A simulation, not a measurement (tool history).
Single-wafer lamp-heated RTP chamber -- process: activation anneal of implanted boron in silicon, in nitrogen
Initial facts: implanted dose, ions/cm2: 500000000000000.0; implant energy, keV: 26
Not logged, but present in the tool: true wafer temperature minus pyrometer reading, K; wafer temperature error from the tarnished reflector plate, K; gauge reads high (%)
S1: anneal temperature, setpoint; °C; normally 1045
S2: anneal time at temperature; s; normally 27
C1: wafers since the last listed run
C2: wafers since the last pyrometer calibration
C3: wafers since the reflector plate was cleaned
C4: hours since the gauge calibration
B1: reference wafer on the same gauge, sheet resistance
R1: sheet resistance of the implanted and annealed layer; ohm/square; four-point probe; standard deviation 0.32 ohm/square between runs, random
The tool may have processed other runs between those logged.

run 1 day=0.000 | S1=1045 S2=27 | C1=0 C2=8069 C3=6466 C4=1816.2 | B1=253.99 | R1=212.90
-- day=0.833 pyrometer window cleaned and pyrometer calibrated
run 2 day=3.892 | S1=1045 S2=27 | C1=864 C2=742 C3=7330 C4=1909.6 | B1=253.94 | R1=213.20
run 3 day=7.800 | S1=1045 S2=27 | C1=949 C2=1692 C3=8279 C4=2003.4 | B1=253.92 | R1=212.73
-- day=9.838 reflector plate cleaned
run 4 day=10.167 | S1=1045 S2=27 | C1=493 C2=2185 C3=79 C4=2060.2 | B1=254.04 | R1=212.45
run 5 day=12.979 | S1=1045 S2=27 | C1=683 C2=2868 C3=762 C4=2127.7 | B1=254.07 | R1=213.27
run 6 day=16.008 | S1=1061 S2=40 | C1=735 C2=3604 C3=1498 C4=2200.4 | B1=254.06 | R1=210.64
run 7 day=20.429 | S1=1061 S2=40 | C1=1073 C2=4678 C3=2572 C4=2306.5 | B1=253.99 | R1=210.64
run 8 day=24.421 | S1=1061 S2=40 | C1=969 C2=5647 C3=3541 C4=2402.3 | B1=254.00 | R1=210.07
run 9 day=28.762 | S1=1066 S2=27 | C1=1054 C2=6701 C3=4595 C4=2506.5 | B1=253.98 | R1=211.38
run 10 day=32.517 | S1=1066 S2=27 | C1=911 C2=7613 C3=5507 C4=2596.6 | B1=254.03 | R1=211.47
-- day=33.529 pyrometer window cleaned and pyrometer calibrated
run 11 day=36.317 | S1=1028 S2=34 | C1=841 C2=676 C3=6349 C4=2687.8 | B1=254.00 | R1=214.16
-- day=40.033 reflector plate cleaned
run 12 day=40.050 | S1=1028 S2=34 | C1=825 C2=1502 C3=4 C4=2777.4 | B1=254.06 | R1=214.69
run 13 day=53.154 | S1=1045 S2=27 | C1=3182 C2=4684 C3=3186 C4=3091.9 | B1=253.98 | R1=213.22
run 14 day=57.167 | S1=1018 S2=23 | C1=974 C2=5659 C3=4161 C4=3188.2 | B1=253.93 | R1=216.62
run 15 day=61.612 | S1=1045 S2=15 | C1=1079 C2=6738 C3=5240 C4=3294.9 | B1=254.02 | R1=214.15
run 16 day=64.092 | S1=1045 S2=27 | C1=602 C2=7340 C3=5842 C4=3354.4 | B1=253.90 | R1=212.49
-- day=65.946 pyrometer window cleaned and pyrometer calibrated
-- day=68.738 reflector plate cleaned
run 17 day=68.758 | S1=1045 S2=15 | C1=971 C2=601 C3=4 C4=3466.4 | B1=253.92 | R1=214.59
run 18 day=72.488 | S1=1059 S2=27 | C1=905 C2=1507 C3=910 C4=3555.9 | B1=253.98 | R1=212.23
run 19 day=75.329 | S1=1018 S2=16 | C1=690 C2=2197 C3=1600 C4=3624.1 | B1=254.01 | R1=217.52
run 20 day=78.962 | S1=1045 S2=27 | C1=882 C2=3080 C3=2483 C4=3711.3 | B1=253.99 | R1=212.86

Expected results for the next run?
run 21 day=80.638 | S1=1067 S2=35 | C1=406 C2=3486 C3=2889 C4=3751.5 | B1=? | R1=?

{"run 21": {"B1": 254.0, "R1": 210.65}}
The same run, on a tool lacking any hidden state, would have yielded R1 210.65 ohm/square.
